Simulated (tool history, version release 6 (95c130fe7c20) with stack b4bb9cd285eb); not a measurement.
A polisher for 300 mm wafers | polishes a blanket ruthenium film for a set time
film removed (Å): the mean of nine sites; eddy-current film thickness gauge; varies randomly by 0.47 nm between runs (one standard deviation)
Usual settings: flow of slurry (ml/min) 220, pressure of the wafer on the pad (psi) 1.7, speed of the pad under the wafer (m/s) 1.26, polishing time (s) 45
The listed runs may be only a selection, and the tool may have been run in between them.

run    hour  flow of slurry (ml/min)  pressure of the wafer on the pad (psi)  speed of the pad under the wafer (m/s)  polishing time (s)  wafers since the last listed run  wafers polished on this pad  hours since the slurry nozzle was cleaned  hours since the head pressure was calibrated  incoming thickness of the incoming film, nm  film removed (Å)
  1     0.0                      220                                     2.1                                    1.26                  45                                 0                         7231                                      363.8                                         947.4                                        458.7               699
       30.6  -- slurry nozzle cleaned
       44.2  -- worn pad replaced by a new one
  2    64.6                      220                                     1.7                                    1.26                  45                              1085                          370                                       34.0                                        1012.0                                        454.9               623
  3   114.6                      220                                     1.7                                    1.42                  45                               910                         1281                                       84.0                                        1062.0                                        454.1               694
      148.6  -- head pressure recalibrated
  4   241.3                      220                                     1.7                                    1.26                  45                              2271                         3553                                      210.7                                          92.7                                        465.3               604
  5   290.4                      220                                     1.7                                    1.26                  45                               894                         4448                                      259.8                                         141.8                                        460.3               601
  6   329.9                      220                                     1.7                                    1.26                  45                               719                         5167                                      299.3                                         181.3                                        469.2               600
  7   358.9                      220                                     1.7                                    1.26                  40                               528                         5696                                      328.3                                         210.3                                        455.4               516
  8   394.7                      165                                     1.7                                    1.26                  45                               652                         6348                                      364.1                                         246.1                                        466.1               563
      419.8  -- worn pad replaced by a new one
  9   456.3                      220                                     1.7                                    1.26                  53                              1049                          664                                      425.7                                         307.7                                        459.6               731
      466.8  -- slurry nozzle cleaned
 10   525.9                      220                                     2.0                                    1.26                  53                              1249                         1914                                       59.1                                         377.3                                        466.8               843
 11   579.5                      220                                     2.0                                    1.26                  53                               976                         2891                                      112.7                                         430.9                                        467.1               828
 12   623.8                      220                                     2.0                                    1.26                  53                               807                         3698                                      157.0                                         475.2                                        462.5               826
 13   661.0                      220                                     1.7                                    1.26                  45                               677                         4376                                      194.2                                         512.4                                        457.2               597
 14   709.0                      220                                     1.7                                    1.26                  45                               874                         5250                                      242.2                                         560.4                                        453.6               598
 15   740.0                      220                                     1.7                                    1.26                  45                               564                         5815                                      273.2                                         591.4                                        457.5               588
 16   811.6                      220                                     1.7                                    1.26                  45                              1304                         7119                                      344.8                                         663.0                                        457.2               596
      866.5  -- worn pad replaced by a new one
 17   868.4                      275                                     1.2                                    1.26                  39                               961                           34                                      401.6                                         719.8                                        462.0               411
      877.7  -- slurry nozzle cleaned
 18   920.3                      220                                     2.2                                    1.10                  45                               927                          961                                       42.6                                         771.7                                        461.5               691
 19   961.9                      165                                     1.7                                    1.26                  45                               757                         1719                                       84.2                                         813.3                                        461.2               584
 20  1008.2                      220                                     1.7                                    1.26                  45                               843                         2563                                      130.5                                         859.6                                        457.6               607
 21  1161.8                      220                                     1.7                                    1.26                  45                              2798                         5361                                      284.1                                        1013.2                                        462.4               596
     1196.7  -- head pressure recalibrated
 22  1213.4                      220                                     1.7                                    1.26                  45                               903                         6265                                      335.7                                          16.7                                        460.9               589
 23  1243.3                      280                                     1.7                                    1.54                  59                               544                         6809                                      365.6                                          46.6                                        457.0               958
     1258.3  -- worn pad replaced by a new one
     1260.5  -- slurry nozzle cleaned
 24  1310.7                      220                                     1.7                                    1.26                  40                              1136                          936                                       50.2                                         114.0                                        462.8               551
 25  1375.0                      180                                     2.2                                    1.48                  59                              1171                         2107                                      114.5                                         178.3                                        461.9              1150
 26  1441.4                      250                                     1.4                                    1.42                  32                              1209                         3317                                      180.9                                         244.7                                        461.7               414
 27  1467.2                      265                                     1.7                                    0.98                  45                               470                         3787                                      206.7                                         270.5                                        464.3               481
 28  1492.9                      220                                     1.7                                    1.26                  45                               468                         4255                                      232.4                                         296.2                                        454.4               596
 29  1549.1                      295                                     1.5                                    1.48                  45                              1023                         5279                                      288.6                                         352.4                                        456.8               640
 30  1578.4                      220                                     1.7                                    1.46                  45                               533                         5813                                      317.9                                         381.7                                        462.7               682
 31  1614.5                      260                                     1.5                                    1.10                  54                               657                         6471                                      354.0                                         417.8                                        450.4               550
     1624.9  -- worn pad replaced by a new one
 32  1664.9                      245                                     1.2                                    1.44                  45                               845                          729                                      404.4                                         468.2                                        461.4               536
 33  1701.0                      200                                     1.7                                    1.26                  45                               657                         1386                                      440.5                                         504.3                                        464.0               606
     1704.6  -- slurry nozzle cleaned
 34  1736.7                      220                                     1.7                                    1.26                  45                               632                         2019                                       32.1                                         540.0                                        460.5               611
 35  1766.9                      220                                     2.2                                    1.70                  45                               550                         2569                                       62.3                                         570.2                                        452.4              1033
 36  1829.9                      220                                     1.7                                    1.44                  45                              1147                         3717                                      125.3                                         633.2                                        459.7               692
 37  1880.2                      295                                     2.1                                    1.50                  52                               916                         4633                                      175.6                                         683.5                                        459.0              1027

Below, each run's measurement less what the same run would have read without the hidden state. Both values contain the same run-to-run variation, but the gauge's scatter may not be the same in both:
Hidden conditions of the tool in this case: removal rate lost through wear of the pad, %; slurry flow missing at the pad, %; deviation of the head's pressure from its setpoint, %.
run  film removed (Å)
  1               -53
  2                -5
  3               -12
  4               -23
  5               -28
  6               -32
  7               -31
  8               -37
  9                -5
 10               -16
 11               -22
 12               -29
 13               -25
 14               -30
 15               -33
 16               -41
 17                +0
 18                -7
 19               -10
 20               -16
 21               -32
 22               -36
 23               -65
 24                -7
 25               -27
 26               -15
 27               -19
 28               -26
 29               -35
 30               -41
 31               -37
 32                -5
 33               -10
 34               -13
 35               -28
 36               -26
 37               -48

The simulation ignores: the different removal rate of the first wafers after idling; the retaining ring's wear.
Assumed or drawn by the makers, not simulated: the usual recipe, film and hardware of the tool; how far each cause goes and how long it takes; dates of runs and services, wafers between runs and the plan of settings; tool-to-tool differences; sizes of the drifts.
